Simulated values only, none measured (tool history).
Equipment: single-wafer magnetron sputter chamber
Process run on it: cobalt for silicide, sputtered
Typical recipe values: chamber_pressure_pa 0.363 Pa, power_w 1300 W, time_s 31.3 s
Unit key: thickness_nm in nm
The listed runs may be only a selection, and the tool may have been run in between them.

run    hour  chamber_pressure_pa  power_w  time_s  wafers since the last listed run  wafers on the sputter target  hours since the last manometer calibration  hours since the magnet pack was replaced  hours since the gauge calibration  read-back reference wafer on the same gauge, thickness_nm  thickness_nm
  1     0.0                0.363     1300    31.3                                 0                          6713                                      1429.4                                    6154.4                              172.4                                                     18.697        20.325
       17.4  -- capacitance manometer re-zeroed and calibrated
       63.3  -- sputter target and shields replaced
  2    64.1                0.277     1200    31.3                              1073                            18                                        46.7                                    6218.5                              236.5                                                     18.683        19.647
  3   164.0                0.277     1200    31.3                              2229                          2247                                       146.6                                    6318.4                              336.4                                                     18.714        19.479
  4   263.7                0.363     1500    31.3                              2224                          4471                                       246.3                                    6418.1                              436.1                                                     18.727        23.381
  5   360.8                0.363     1400    31.3                              2166                          6638                                       343.4                                    6515.2                              533.2                                                     18.687        21.881
  6   412.4                0.363     1400    31.3                              1151                          7789                                       395.0                                    6566.8                              584.8                                                     18.681        21.562
      423.8  -- sputter target and shields replaced
  7   475.9                0.363     1400    31.3                              1238                          1161                                       458.5                                    6630.3                              648.3                                                     18.684        20.845
  8   531.3                0.325     1300    31.3                              1236                          2398                                       513.9                                    6685.7                              703.7                                                     18.691        19.365
  9   628.8                0.363     1300    29.0                              2175                          4573                                       611.4                                    6783.2                              801.2                                                     18.700        17.741
 10   713.1                0.363     1300    31.3                              1881                          6454                                       695.7                                    6867.5                              885.5                                                     18.678        18.842
 11   793.5                0.363     1300    31.3                              1794                          8248                                       776.1                                    6947.9                              965.9                                                     18.702        18.650
      825.0  -- sputter target and shields replaced, repeated, since the last time left the tool worse
 12   899.7                0.363     1300    31.3                              2191                          1666                                       882.3                                    7054.1                             1072.1                                                     18.706        20.740
 13   986.6                0.363     1300    31.3                              1939                          3605                                       969.2                                    7141.0                             1159.0                                                     18.702        20.501
 14  1027.8                0.363     1300    31.3                               919                          4525                                      1010.4                                    7182.2                             1200.2                                                     18.715        20.604
 15  1132.8                0.363     1300    31.3                              2342                          6868                                      1115.4                                    7287.2                             1305.2                                                     18.714        20.233
     1172.8  -- magnet pack replaced
     1186.7  -- sputter target and shields replaced
     1195.3  -- gauge calibrated
 16  1203.8                0.422     1200    29.4                              1227                           380                                      1186.4                                      31.0                                8.5                                                     18.684        17.845
 17  1274.9                0.324     1300    31.3                              1586                          1967                                      1257.5                                     102.1                               79.6                                                     18.701        20.921
 18  1334.3                0.453     1000    25.8                              1325                          3292                                      1316.9                                     161.5                              139.0                                                     18.710        12.941
 19  1377.8                0.363     1550    25.6                               970                          4263                                      1360.4                                     205.0                              182.5                                                     18.719        19.795
 20  1420.1                0.363     1050    36.6                               943                          5207                                      1402.7                                     247.3                              224.8                                                     18.686        19.328
 21  1476.0                0.363     1300    31.3                              1247                          6454                                      1458.6                                     303.2                              280.7                                                     18.730        20.317
     1486.3  -- capacitance manometer re-zeroed and calibrated
 22  1548.0                0.288     1600    31.3                              1428                          7882                                        61.7                                     375.2                              352.7                                                     18.719        24.836
     1595.5  -- sputter target and shields replaced
 23  1608.0                0.436     1000    36.2                              1160                           277                                       121.7                                     435.2                              412.7                                                     18.690        18.579
 24  1688.5                0.282     1300    26.9                              1796                          2074                                       202.2                                     515.7                              493.2                                                     18.689        18.152
 25  1782.1                0.277     1200    31.3                              2088                          4162                                       295.8                                     609.3                              586.8                                                     18.680        19.315
 26  1880.5                0.269     1300    31.3                              2195                          6358                                       394.2                                     707.7                              685.2                                                     18.669        20.589
 27  1927.6                0.436     1300    31.3                              1050                          7409                                       441.3                                     754.8                              732.3                                                     18.711        20.052
 28  1975.2                0.308     1150    26.4                              1062                          8471                                       488.9                                     802.4                              779.9                                                     18.686        15.318
     1996.2  -- sputter target and shields replaced
 29  2041.1                0.431     1300    28.6                              1291                          1001                                       554.8                                     868.3                              845.8                                                     18.700        18.787

3 ways to go on from here, each from the tool as it stands after run 29. What would each give?
  A  2041.5                0.363     1300    34.7                                 8                          1010                                       555.2                                     868.7                              846.2                                                          ?             ?
  B  2041.5                0.458     1150    28.9                                 8                          1010                                       555.2                                     868.7                              846.2                                                          ?             ?
  C  2041.5                0.316     1400    27.4                                 8                          1010                                       555.2                                     868.7                              846.2                                                          ?             ?

run  read-back reference wafer on the same gauge, thickness_nm  thickness_nm
  A                                                     18.679        22.999
  B                                                     18.679        16.740
  C                                                     18.679        19.673
What these runs would have given with no unlogged condition in the tool:
run  thickness_nm
  A        23.187
  B        16.877
  C        19.834

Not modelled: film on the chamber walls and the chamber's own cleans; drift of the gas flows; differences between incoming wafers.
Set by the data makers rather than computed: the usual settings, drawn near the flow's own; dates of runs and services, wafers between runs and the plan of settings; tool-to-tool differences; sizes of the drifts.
